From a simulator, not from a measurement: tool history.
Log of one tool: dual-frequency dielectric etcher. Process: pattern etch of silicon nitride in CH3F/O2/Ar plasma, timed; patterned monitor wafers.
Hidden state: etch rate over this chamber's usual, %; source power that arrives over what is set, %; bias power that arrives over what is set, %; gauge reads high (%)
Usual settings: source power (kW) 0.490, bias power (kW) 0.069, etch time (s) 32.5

run,day,source power (kW),bias power (kW),etch time (s),wafers since the last listed run,hours since the last wet clean,hours since the last source power generator calibration,hours since the last bias power generator calibration,hours since the last upper electrode change,hours since the gauge calibration,"read-back reference wafer on the same gauge, depth_nm",mean etch depth across the wafer (angstrom)
1,0.000,0.560,0.065,32.5,0,1.1,2562.1,3570.7,3872.4,68.0,23.69,225.8
2,0.362,0.560,0.065,32.5,91,9.8,2570.8,3579.4,3881.1,76.7,23.70,223.9
3,0.671,0.490,0.078,38.5,77,17.2,2578.2,3586.8,3888.5,84.1,23.72,261.4
4,1.083,0.490,0.078,38.5,103,27.1,2588.1,3596.7,3898.4,94.0,23.68,262.6
5,1.792,0.490,0.057,32.5,178,44.1,2605.1,3613.7,3915.4,111.0,23.67,210.1
6,2.529,0.490,0.057,32.5,185,61.8,2622.8,3631.4,3933.1,128.7,23.67,207.5
7,2.846,0.490,0.057,32.5,79,69.4,2630.4,3639.0,3940.7,136.3,23.71,211.7
8,3.267,0.490,0.069,32.5,105,79.5,2640.5,3649.1,3950.8,146.4,23.68,219.1
9,3.692,0.420,0.064,35.5,107,89.7,2650.7,3659.3,3961.0,156.6,23.71,222.4
10,4.212,0.490,0.069,27.0,131,102.2,2663.2,3671.8,3973.5,169.1,23.69,182.8
# day 5.112: source power generator calibrated
# day 5.242: upper electrode replaced
11,5.262,0.390,0.069,32.5,189,127.4,3.6,3697.0,0.5,194.3,23.66,202.6
12,5.279,0.490,0.069,32.5,4,127.8,4.0,3697.4,0.9,194.7,23.67,219.5
13,5.388,0.490,0.069,32.5,27,130.4,6.6,3700.0,3.5,197.3,23.68,219.3
14,5.900,0.490,0.083,42.5,129,142.7,18.9,3712.3,15.8,209.6,23.71,299.9
15,6.217,0.540,0.086,40.5,79,150.3,26.5,3719.9,23.4,217.2,23.69,297.9
16,6.550,0.490,0.069,32.5,83,158.3,34.5,3727.9,31.4,225.2,23.68,219.2
17,6.867,0.490,0.069,32.5,79,165.9,42.1,3735.5,39.0,232.8,23.72,220.5
18,7.117,0.450,0.083,32.5,62,171.9,48.1,3741.5,45.0,238.8,23.70,221.6
# day 7.138: gauge calibrated
# day 7.483: bias power generator calibrated
19,7.538,0.490,0.069,35.5,64,182.0,58.2,1.3,55.1,9.6,23.69,241.4
20,8.042,0.580,0.069,29.5,126,194.1,70.3,13.4,67.2,21.7,23.71,213.5
21,8.317,0.580,0.069,29.5,69,200.7,76.9,20.0,73.8,28.3,23.67,212.9
22,8.675,0.490,0.069,27.0,90,209.3,85.5,28.6,82.4,36.9,23.72,184.4
23,9.188,0.490,0.055,32.5,129,221.6,97.8,40.9,94.7,49.2,23.70,209.1
24,9.667,0.610,0.069,32.5,120,233.1,109.3,52.4,106.2,60.7,23.70,239.9

Forecast run 25:
25,10.379,0.490,0.083,27.5,179,250.2,126.4,69.5,123.3,77.8,?,?

{"run 25": {"read-back reference wafer on the same gauge, depth_nm": 23.7, "mean etch depth across the wafer (angstrom)": 196.4}}
Without the tool's hidden state the same run would have given mean etch depth across the wafer (angstrom) 194.3.

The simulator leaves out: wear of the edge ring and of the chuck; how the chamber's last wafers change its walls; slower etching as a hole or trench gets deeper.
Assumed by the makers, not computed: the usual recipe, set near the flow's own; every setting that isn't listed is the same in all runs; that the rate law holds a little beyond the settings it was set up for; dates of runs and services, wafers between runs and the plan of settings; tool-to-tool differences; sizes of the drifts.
